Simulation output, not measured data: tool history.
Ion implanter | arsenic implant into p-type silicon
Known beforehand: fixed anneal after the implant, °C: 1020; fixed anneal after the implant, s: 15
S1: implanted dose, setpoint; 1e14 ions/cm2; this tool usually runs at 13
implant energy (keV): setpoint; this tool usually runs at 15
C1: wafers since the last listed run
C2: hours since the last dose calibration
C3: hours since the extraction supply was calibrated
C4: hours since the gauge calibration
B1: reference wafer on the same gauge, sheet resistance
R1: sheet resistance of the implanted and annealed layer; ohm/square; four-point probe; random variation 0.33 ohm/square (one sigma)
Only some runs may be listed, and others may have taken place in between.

{"run": 1, "hour": 0.0, "S1": 13, "implant energy (keV)": 15, "C1": 0, "C2": 1155.6, "C3": 3266.9, "C4": 275.2, "B1": 121.04, "R1": 137.18}
{"run": 2, "hour": 30.4, "S1": 13, "implant energy (keV)": 15, "C1": 717, "C2": 1186, "C3": 3297.3, "C4": 305.6, "B1": 120.97, "R1": 137.06}
{"run": 3, "hour": 57.6, "S1": 13, "implant energy (keV)": 15, "C1": 642, "C2": 1213.2, "C3": 3324.5, "C4": 332.8, "B1": 121.03, "R1": 137.22}
{"run": 4, "hour": 85.7, "S1": 14.93, "implant energy (keV)": 15, "C1": 663, "C2": 1241.3, "C3": 3352.6, "C4": 360.9, "B1": 121.04, "R1": 131.19}
{"run": 5, "hour": 120.0, "S1": 14.93, "implant energy (keV)": 15, "C1": 809, "C2": 1275.6, "C3": 3386.9, "C4": 395.2, "B1": 120.95, "R1": 131.14}
{"run": 6, "hour": 132.3, "S1": 13, "implant energy (keV)": 11, "C1": 290, "C2": 1287.9, "C3": 3399.2, "C4": 407.5, "B1": 120.99, "R1": 145.93}
{"run": 7, "hour": 145.0, "S1": 13, "implant energy (keV)": 11, "C1": 299, "C2": 1300.6, "C3": 3411.9, "C4": 420.2, "B1": 121.05, "R1": 145.73}
{"run": 8, "hour": 158.3, "S1": 13, "implant energy (keV)": 11, "C1": 313, "C2": 1313.9, "C3": 3425.2, "C4": 433.5, "B1": 121.05, "R1": 146.27}
{"run": 9, "hour": 185.1, "S1": 15.25, "implant energy (keV)": 15, "C1": 632, "C2": 1340.7, "C3": 3452, "C4": 460.3, "B1": 121.08, "R1": 130.29}
{"hour": 195.2, "done": "extraction supply calibrated"}
{"run": 10, "hour": 198.6, "S1": 15.25, "implant energy (keV)": 15, "C1": 129, "C2": 1354.2, "C3": 3.4, "C4": 473.8, "B1": 121.01, "R1": 130.34}
{"run": 11, "hour": 226.8, "S1": 15.25, "implant energy (keV)": 15, "C1": 665, "C2": 1382.4, "C3": 31.6, "C4": 502, "B1": 120.99, "R1": 130.53}
{"run": 12, "hour": 245.4, "S1": 13, "implant energy (keV)": 15, "C1": 439, "C2": 1401, "C3": 50.2, "C4": 520.6, "B1": 121.02, "R1": 137.71}
{"run": 13, "hour": 261.4, "S1": 11.95, "implant energy (keV)": 15, "C1": 377, "C2": 1417, "C3": 66.2, "C4": 536.6, "B1": 120.94, "R1": 143.02}
{"run": 14, "hour": 291.1, "S1": 13, "implant energy (keV)": 15, "C1": 701, "C2": 1446.7, "C3": 95.9, "C4": 566.3, "B1": 121.01, "R1": 137.73}
{"run": 15, "hour": 313.2, "S1": 13, "implant energy (keV)": 15, "C1": 521, "C2": 1468.8, "C3": 118, "C4": 588.4, "B1": 120.98, "R1": 138.11}
{"hour": 341.3, "done": "Faraday cup replaced and dose calibrated"}
{"run": 16, "hour": 341.8, "S1": 13, "implant energy (keV)": 15, "C1": 486, "C2": 0.5, "C3": 146.6, "C4": 617, "B1": 120.97, "R1": 135.17}
{"run": 17, "hour": 355.8, "S1": 13, "implant energy (keV)": 15, "C1": 330, "C2": 14.5, "C3": 160.6, "C4": 631, "B1": 120.99, "R1": 135.68}
{"run": 18, "hour": 372.0, "S1": 13, "implant energy (keV)": 15, "C1": 382, "C2": 30.7, "C3": 176.8, "C4": 647.2, "B1": 120.9, "R1": 135.81}
{"hour": 379.0, "done": "gauge calibrated"}
{"run": 19, "hour": 399.1, "S1": 9.8, "implant energy (keV)": 15, "C1": 639, "C2": 57.8, "C3": 203.9, "C4": 20.1, "B1": 121.04, "R1": 153.37}
{"run": 20, "hour": 429.7, "S1": 14.93, "implant energy (keV)": 15, "C1": 722, "C2": 88.4, "C3": 234.5, "C4": 50.7, "B1": 120.97, "R1": 129.46}
{"run": 21, "hour": 462.6, "S1": 11.66, "implant energy (keV)": 19.5, "C1": 776, "C2": 121.3, "C3": 267.4, "C4": 83.6, "B1": 121, "R1": 133.43}
{"run": 22, "hour": 491.2, "S1": 15.54, "implant energy (keV)": 15, "C1": 675, "C2": 149.9, "C3": 296, "C4": 112.2, "B1": 121.05, "R1": 128.53}
{"run": 23, "hour": 526.3, "S1": 14.33, "implant energy (keV)": 20, "C1": 828, "C2": 185, "C3": 331.1, "C4": 147.3, "B1": 121.02, "R1": 122.05}
{"run": 24, "hour": 559.4, "S1": 16.25, "implant energy (keV)": 19.5, "C1": 781, "C2": 218.1, "C3": 364.2, "C4": 180.4, "B1": 120.99, "R1": 118.79}
{"run": 25, "hour": 574.3, "S1": 10.17, "implant energy (keV)": 15, "C1": 351, "C2": 233, "C3": 379.1, "C4": 195.3, "B1": 121.01, "R1": 150.77}
{"run": 26, "hour": 603.1, "S1": 15.5, "implant energy (keV)": 12.5, "C1": 679, "C2": 261.8, "C3": 407.9, "C4": 224.1, "B1": 120.98, "R1": 133.39}
{"run": 27, "hour": 615.7, "S1": 16.21, "implant energy (keV)": 15, "C1": 297, "C2": 274.4, "C3": 420.5, "C4": 236.7, "B1": 120.96, "R1": 126.93}
{"run": 28, "hour": 644.6, "S1": 11.19, "implant energy (keV)": 13.5, "C1": 682, "C2": 303.3, "C3": 449.4, "C4": 265.6, "B1": 120.96, "R1": 147.05}
{"run": 29, "hour": 671.2, "S1": 9.15, "implant energy (keV)": 19.5, "C1": 627, "C2": 329.9, "C3": 476, "C4": 292.2, "B1": 120.97, "R1": 151.83}
{"run": 30, "hour": 692.2, "S1": 10.91, "implant energy (keV)": 10.5, "C1": 495, "C2": 350.9, "C3": 497, "C4": 313.2, "B1": 121.05, "R1": 155.32}
{"run": 31, "hour": 712.9, "S1": 14.41, "implant energy (keV)": 13.5, "C1": 488, "C2": 371.6, "C3": 517.7, "C4": 333.9, "B1": 120.98, "R1": 133.88}
{"run": 32, "hour": 730.6, "S1": 10.22, "implant energy (keV)": 19, "C1": 417, "C2": 389.3, "C3": 535.4, "C4": 351.6, "B1": 120.99, "R1": 143.75}
{"run": 33, "hour": 758.6, "S1": 13, "implant energy (keV)": 15, "C1": 660, "C2": 417.3, "C3": 563.4, "C4": 379.6, "B1": 120.97, "R1": 135.79}
{"run": 34, "hour": 790.5, "S1": 16.13, "implant energy (keV)": 12.5, "C1": 753, "C2": 449.2, "C3": 595.3, "C4": 411.5, "B1": 120.97, "R1": 132.27}
{"run": 35, "hour": 811.2, "S1": 15.04, "implant energy (keV)": 15, "C1": 488, "C2": 469.9, "C3": 616, "C4": 432.2, "B1": 120.92, "R1": 129.04}
{"run": 36, "hour": 845.9, "S1": 9.23, "implant energy (keV)": 19.5, "C1": 819, "C2": 504.6, "C3": 650.7, "C4": 466.9, "B1": 121.01, "R1": 151.01}
{"run": 37, "hour": 877.9, "S1": 13, "implant energy (keV)": 15, "C1": 755, "C2": 536.6, "C3": 682.7, "C4": 498.9, "B1": 121.06, "R1": 135.88}

Predict each of these 4 candidate next runs independently; none follows another, all start after run 37:
{"run": "A", "hour": 878.3, "S1": 10.49, "implant energy (keV)": 15, "C1": 9, "C2": 537, "C3": 683.1, "C4": 499.3, "B1": "?", "R1": "?"}
{"run": "B", "hour": 878.3, "S1": 14.41, "implant energy (keV)": 18, "C1": 9, "C2": 537, "C3": 683.1, "C4": 499.3, "B1": "?", "R1": "?"}
{"run": "C", "hour": 878.3, "S1": 14.05, "implant energy (keV)": 18.5, "C1": 9, "C2": 537, "C3": 683.1, "C4": 499.3, "B1": "?", "R1": "?"}
{"run": "D", "hour": 878.3, "S1": 11.44, "implant energy (keV)": 12.5, "C1": 9, "C2": 537, "C3": 683.1, "C4": 499.3, "B1": "?", "R1": "?"}

run=A B1=120.97 R1=148.62
run=B B1=120.97 R1=125.28
run=C B1=120.97 R1=125.47
run=D B1=120.97 R1=147.64
Had the tool no hidden state, the same runs would have come out as:
run=A R1=147.77
run=B R1=124.8
run=C R1=124.96
run=D R1=146.91
